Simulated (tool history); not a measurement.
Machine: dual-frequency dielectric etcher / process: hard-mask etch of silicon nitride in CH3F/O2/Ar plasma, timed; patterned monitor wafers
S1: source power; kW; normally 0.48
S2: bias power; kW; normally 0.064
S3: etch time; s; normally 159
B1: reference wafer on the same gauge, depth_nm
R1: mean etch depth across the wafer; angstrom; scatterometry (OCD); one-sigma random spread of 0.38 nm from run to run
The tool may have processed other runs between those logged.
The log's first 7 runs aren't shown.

| run | day | S1 | S2 | S3 | B1 | R1 |
|---|---|---|---|---|---|---|
| 8 | 18.483 | 0.48 | 0.064 | 159 | 88.4 | 1076 |
|  | 22.167 | wet clean of the chamber |
| 9 | 22.846 | 0.48 | 0.064 | 159 | 88.4 | 1085 |
|  | 24.171 | gauge calibrated |
| 10 | 24.646 | 0.4 | 0.072 | 196 | 90.2 | 1356 |
| 11 | 28.858 | 0.56 | 0.049 | 181.5 | 90.2 | 1166 |
|  | 31.638 | bias power generator calibrated |
| 12 | 31.867 | 0.48 | 0.057 | 183.5 | 90.2 | 1198 |
| 13 | 34.167 | 0.48 | 0.064 | 159 | 90.1 | 1104 |
| 14 | 37.208 | 0.48 | 0.064 | 159 | 90.2 | 1107 |
| 15 | 38.817 | 0.48 | 0.064 | 159 | 90.1 | 1098 |
| 16 | 42.846 | 0.56 | 0.051 | 159 | 90.2 | 1041 |
| 17 | 47.217 | 0.48 | 0.064 | 159 | 90.1 | 1102 |
| 18 | 50.588 | 0.53 | 0.064 | 122.5 | 90.2 | 879 |
|  | 53.542 | wet clean of the chamber |
| 19 | 53.7 | 0.48 | 0.048 | 191 | 90.1 | 1154 |
| 20 | 57.5 | 0.48 | 0.052 | 159 | 90 | 996 |

Run 21 has not been measured yet. What should we expect?
|  | 59.125 | source power generator calibrated |
| 21 | 61.579 | 0.38 | 0.064 | 134 | ? | ? |

B1: 90
R1: 862 angstrom
Had the tool carried no hidden state, the very same run would have given R1 861 angstrom.
